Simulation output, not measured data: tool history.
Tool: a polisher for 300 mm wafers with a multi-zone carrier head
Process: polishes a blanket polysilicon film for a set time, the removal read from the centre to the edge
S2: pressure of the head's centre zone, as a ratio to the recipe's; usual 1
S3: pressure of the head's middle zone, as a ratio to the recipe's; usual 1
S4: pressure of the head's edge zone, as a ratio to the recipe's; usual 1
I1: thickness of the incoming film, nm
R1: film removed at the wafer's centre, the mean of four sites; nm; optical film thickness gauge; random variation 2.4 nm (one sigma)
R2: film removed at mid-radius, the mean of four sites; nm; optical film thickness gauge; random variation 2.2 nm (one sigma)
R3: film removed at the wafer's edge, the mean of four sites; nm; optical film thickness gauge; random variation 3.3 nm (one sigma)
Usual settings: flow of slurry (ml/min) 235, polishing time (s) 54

run 1 hour=0 | flow_of_slurry_(ml/min)=235 S2=1 S3=1 S4=1 polishing_time_(s)=54 | I1=1909.5 | R1=238.4 R2=242.6 R3=238.7
-- hour=34.1 worn pad replaced by a new one
run 2 hour=52.8 | flow_of_slurry_(ml/min)=235 S2=1 S3=1 S4=1 polishing_time_(s)=68 | I1=1895.4 | R1=297.4 R2=303.1 R3=301
run 3 hour=92.9 | flow_of_slurry_(ml/min)=235 S2=1 S3=0.93 S4=0.97 polishing_time_(s)=54 | I1=1894.4 | R1=233.9 R2=228.8 R3=240.7
-- hour=139 edge zone pressure recalibrated
run 4 hour=292.9 | flow_of_slurry_(ml/min)=235 S2=1 S3=1 S4=1 polishing_time_(s)=54 | I1=1886.6 | R1=223 R2=244.7 R3=237.9
run 5 hour=364.5 | flow_of_slurry_(ml/min)=285 S2=1 S3=0.89 S4=1.11 polishing_time_(s)=54 | I1=1902 | R1=227.7 R2=224.4 R3=258.1
run 6 hour=422.1 | flow_of_slurry_(ml/min)=235 S2=1 S3=1 S4=1 polishing_time_(s)=54 | I1=1883.1 | R1=218.5 R2=242.7 R3=239.5
-- hour=480.7 worn pad replaced by a new one
run 7 hour=481.2 | flow_of_slurry_(ml/min)=270 S2=1 S3=1 S4=1 polishing_time_(s)=54 | I1=1922.2 | R1=226.1 R2=245.3 R3=242.7
-- hour=490.9 centre zone pressure recalibrated
-- hour=491.4 carrier head's membrane replaced by a new one
run 8 hour=524.6 | flow_of_slurry_(ml/min)=235 S2=1 S3=1 S4=1 polishing_time_(s)=54 | I1=1860.9 | R1=243.9 R2=242 R3=236.6
run 9 hour=551.2 | flow_of_slurry_(ml/min)=265 S2=0.89 S3=1 S4=1 polishing_time_(s)=45 | I1=1916.6 | R1=181.3 R2=203.9 R3=197.6
run 10 hour=576.6 | flow_of_slurry_(ml/min)=235 S2=0.96 S3=1 S4=1 polishing_time_(s)=61 | I1=1910.7 | R1=254.1 R2=272.6 R3=271.4
run 11 hour=609.2 | flow_of_slurry_(ml/min)=235 S2=1 S3=0.93 S4=0.97 polishing_time_(s)=54 | I1=1931.5 | R1=233.6 R2=224.2 R3=233.7
run 12 hour=645.6 | flow_of_slurry_(ml/min)=270 S2=1 S3=1 S4=1.04 polishing_time_(s)=54 | I1=1897.3 | R1=237 R2=248.9 R3=246.3
-- hour=647.2 slurry nozzle cleaned
run 13 hour=817.2 | flow_of_slurry_(ml/min)=270 S2=1 S3=1 S4=1 polishing_time_(s)=54 | I1=1884 | R1=226.2 R2=246.9 R3=241.7
run 14 hour=877.7 | flow_of_slurry_(ml/min)=180 S2=1.09 S3=1 S4=1 polishing_time_(s)=54 | I1=1897.9 | R1=234.6 R2=226 R3=224.6
run 15 hour=919.1 | flow_of_slurry_(ml/min)=235 S2=1 S3=1 S4=1 polishing_time_(s)=54 | I1=1914 | R1=223.1 R2=239 R3=237.7
-- hour=945.2 worn pad replaced by a new one
run 16 hour=945.5 | flow_of_slurry_(ml/min)=235 S2=0.88 S3=1 S4=1 polishing_time_(s)=54 | I1=1892.6 | R1=191.9 R2=242.8 R3=231.4
-- hour=956.1 centre zone pressure recalibrated
run 17 hour=1000.8 | flow_of_slurry_(ml/min)=265 S2=0.95 S3=1 S4=1.11 polishing_time_(s)=54 | I1=1868.8 | R1=231.4 R2=243.6 R3=254.3
run 18 hour=1046.9 | flow_of_slurry_(ml/min)=190 S2=1 S3=1 S4=1 polishing_time_(s)=38 | I1=1915.6 | R1=161.4 R2=166.6 R3=163.3
run 19 hour=1113.8 | flow_of_slurry_(ml/min)=235 S2=1 S3=1 S4=1 polishing_time_(s)=54 | I1=1912.8 | R1=235.5 R2=242.9 R3=237.7
run 20 hour=1165.7 | flow_of_slurry_(ml/min)=160 S2=1 S3=1 S4=1.09 polishing_time_(s)=54 | I1=1873.1 | R1=216.6 R2=224.7 R3=238.2
run 21 hour=1237.6 | flow_of_slurry_(ml/min)=235 S2=1 S3=1 S4=0.9 polishing_time_(s)=54 | I1=1876.5 | R1=228.2 R2=236.6 R3=229
-- hour=1274.6 carrier head's membrane replaced by a new one
-- hour=1291.2 slurry nozzle cleaned
run 22 hour=1292.3 | flow_of_slurry_(ml/min)=235 S2=0.94 S3=1 S4=1 polishing_time_(s)=54 | I1=1888.9 | R1=210.4 R2=246.9 R3=234.6

What the log doesn't show, run by run:
removal rate lost through wear of the pad, %: 0 in every run
slurry flow missing at the pad, %: 0 in every run
deviation of the edge zone's pressure from its setpoint, %: 0 in every run
H1: deviation of the centre zone's pressure from its setpoint, %
run=1 H1=-2.73
run=2 H1=-5
run=3 H1=-6.31
run=4 H1=-9.72
run=5 H1=-10.3
run=6 H1=-10.5
run=7 H1=-10.8
run=8 H1=-2.26
run=9 H1=-3.46
run=10 H1=-4.44
run=11 H1=-5.51
run=12 H1=-6.49
run=13 H1=-9.09
run=14 H1=-9.54
run=15 H1=-9.77
run=16 H1=-9.89
run=17 H1=-2.17
run=18 H1=-4.02
run=19 H1=-5.95
run=20 H1=-7.01
run=21 H1=-8.03
run=22 H1=-8.57
